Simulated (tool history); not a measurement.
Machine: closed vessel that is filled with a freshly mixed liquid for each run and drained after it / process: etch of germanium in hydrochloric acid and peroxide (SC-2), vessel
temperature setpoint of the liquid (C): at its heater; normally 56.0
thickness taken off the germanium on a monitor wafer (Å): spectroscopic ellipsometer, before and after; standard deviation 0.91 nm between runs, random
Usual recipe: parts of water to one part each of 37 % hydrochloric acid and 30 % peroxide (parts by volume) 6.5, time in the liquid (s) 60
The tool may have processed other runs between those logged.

run   hour  temperature setpoint of the liquid (C)  parts of water to one part each of 37 % hydrochloric acid and 30 % peroxide (parts by volume)  time in the liquid (s)  wafers since the last listed run  hours since the thermometer was replaced  hours since the chemicals flow meter was replaced  hours since the drum of peroxide was connected  hours since the gauge calibration  read-back film thickness of the germanium reference wafer, read on the same gauge (nm)  thickness taken off the germanium on a monitor wafer (Å)
  1    0.0                                    56.0                                                                                            6.5                      60                                 0                                     887.7                                             1904.6                                           282.9                               36.5                                                                                  120.01                                                    2242.6
  2    9.5                                    56.0                                                                                            6.5                      60                              1318                                     897.2                                             1914.1                                           292.4                               46.0                                                                                  119.98                                                    2223.8
  3   24.6                                    56.0                                                                                            6.5                      60                              2095                                     912.3                                             1929.2                                           307.5                               61.1                                                                                  120.02                                                    2240.6
  4   39.1                                    62.0                                                                                            6.5                      80                              2012                                     926.8                                             1943.7                                           322.0                               75.6                                                                                  120.01                                                    3552.8
  5   52.1                                    62.0                                                                                            6.5                      80                              1803                                     939.8                                             1956.7                                           335.0                               88.6                                                                                  120.01                                                    3571.9
  6   64.9                                    62.0                                                                                            6.5                      80                              1776                                     952.6                                             1969.5                                           347.8                              101.4                                                                                  120.02                                                    3573.6
  7   75.6                                    48.5                                                                                            6.5                      85                              1484                                     963.3                                             1980.2                                           358.5                              112.1                                                                                  120.00                                                    2523.0
  8   90.0                                    48.5                                                                                            6.5                      85                              1998                                     977.7                                             1994.6                                           372.9                              126.5                                                                                  120.01                                                    2514.6
  9  101.8                                    56.0                                                                                            6.5                      75                              1637                                     989.5                                             2006.4                                           384.7                              138.3                                                                                  119.99                                                    2822.5
 10  111.8                                    56.0                                                                                            6.5                      75                              1387                                     999.5                                             2016.4                                           394.7                              148.3                                                                                  120.02                                                    2817.0
 11  124.9                                    56.0                                                                                            6.5                      60                              1817                                    1012.6                                             2029.5                                           407.8                              161.4                                                                                  120.01                                                    2226.9
 12  139.5                                    56.0                                                                                            6.5                      60                              2025                                    1027.2                                             2044.1                                           422.4                              176.0                                                                                  120.00                                                    2240.8
 13  156.3                                    56.0                                                                                            6.5                      60                              2331                                    1044.0                                             2060.9                                           439.2                              192.8                                                                                  120.03                                                    2252.4
 14  171.8                                    56.0                                                                                            6.5                      60                              2150                                    1059.5                                             2076.4                                           454.7                              208.3                                                                                  120.01                                                    2271.1
 15  188.6                                    60.0                                                                                            6.5                      75                              2331                                    1076.3                                             2093.2                                           471.5                              225.1                                                                                  119.98                                                    3195.8
 16  196.5                                    56.0                                                                                            9.0                      75                              1096                                    1084.2                                             2101.1                                           479.4                              233.0                                                                                  120.00                                                    2764.8
     204.7  -- chemicals flow meter replaced
 17  209.6                                    56.0                                                                                            6.5                      60                              1679                                    1097.3                                                4.9                                           492.5                              246.1                                                                                  120.00                                                    2252.0
 18  227.1                                    56.0                                                                                            6.5                      60                              2428                                    1114.8                                               22.4                                           510.0                              263.6                                                                                  120.03                                                    2260.4
 19  238.0                                    62.0                                                                                            6.5                      50                              1512                                    1125.7                                               33.3                                           520.9                              274.5                                                                                  120.01                                                    2249.5
     249.9  -- gauge calibrated
     254.3  -- new drum of peroxide connected
 20  266.2                                    64.5                                                                                            6.5                      60                              3774                                    1153.9                                               61.5                                            11.9                               16.3                                                                                  120.03                                                    2916.7
 21  278.1                                    56.0                                                                                            7.5                      75                              1651                                    1165.8                                               73.4                                            23.8                               28.2                                                                                  120.02                                                    2826.2
 22  284.2                                    48.0                                                                                            4.5                      35                               846                                    1171.9                                               79.5                                            29.9                               34.3                                                                                  119.98                                                    1043.9
 23  298.1                                    58.5                                                                                            4.0                      60                              1928                                    1185.8                                               93.4                                            43.8                               48.2                                                                                  120.02                                                    2474.1
     301.7  -- thermometer replaced
 24  304.8                                    56.0                                                                                            6.5                      60                               790                                       3.1                                              100.1                                            50.5                               54.9                                                                                  119.97                                                    2101.0
 25  312.7                                    47.5                                                                                            6.5                      60                              1096                                      11.0                                              108.0                                            58.4                               62.8                                                                                  120.02                                                    1607.3
 26  327.1                                    56.0                                                                                            6.5                      60                              1998                                      25.4                                              122.4                                            72.8                               77.2                                                                                  120.01                                                    2108.8
 27  372.0                                    65.5                                                                                            4.0                      75                              6230                                      70.3                                              167.3                                           117.7                              122.1                                                                                  120.00                                                    3593.1
 28  389.3                                    56.0                                                                                            6.5                      60                              2400                                      87.6                                              184.6                                           135.0                              139.4                                                                                  120.01                                                    2130.3

Here are 5 independent what-if runs from the current tool condition. What would each one return?
  A  390.0                                    56.0                                                                                            6.5                      60                                97                                      88.3                                              185.3                                           135.7                              140.1                                                                                       ?                                                         ?
  B  390.0                                    64.5                                                                                            5.0                      85                                97                                      88.3                                              185.3                                           135.7                              140.1                                                                                       ?                                                         ?
  C  390.0                                    46.5                                                                                            5.0                      80                                97                                      88.3                                              185.3                                           135.7                              140.1                                                                                       ?                                                         ?
  D  390.0                                    63.5                                                                                            8.0                      80                                97                                      88.3                                              185.3                                           135.7                              140.1                                                                                       ?                                                         ?
  E  390.0                                    63.0                                                                                            7.5                      70                                97                                      88.3                                              185.3                                           135.7                              140.1                                                                                       ?                                                         ?

run  read-back film thickness of the germanium reference wafer, read on the same gauge (nm)  thickness taken off the germanium on a monitor wafer (Å)
  A                                                                                  119.98                                                    2118.5
  B                                                                                  119.98                                                    3916.4
  C                                                                                  119.98                                                    2109.1
  D                                                                                  119.98                                                    3482.1
  E                                                                                  119.98                                                    3018.6
The same runs, with their run-to-run variation unchanged, on a tool lacking any hidden condition would have given:
run  thickness taken off the germanium on a monitor wafer (Å)
  A                                                    2099.7
  B                                                    3883.3
  C                                                    2089.0
  D                                                    3453.0
  E                                                    2993.2
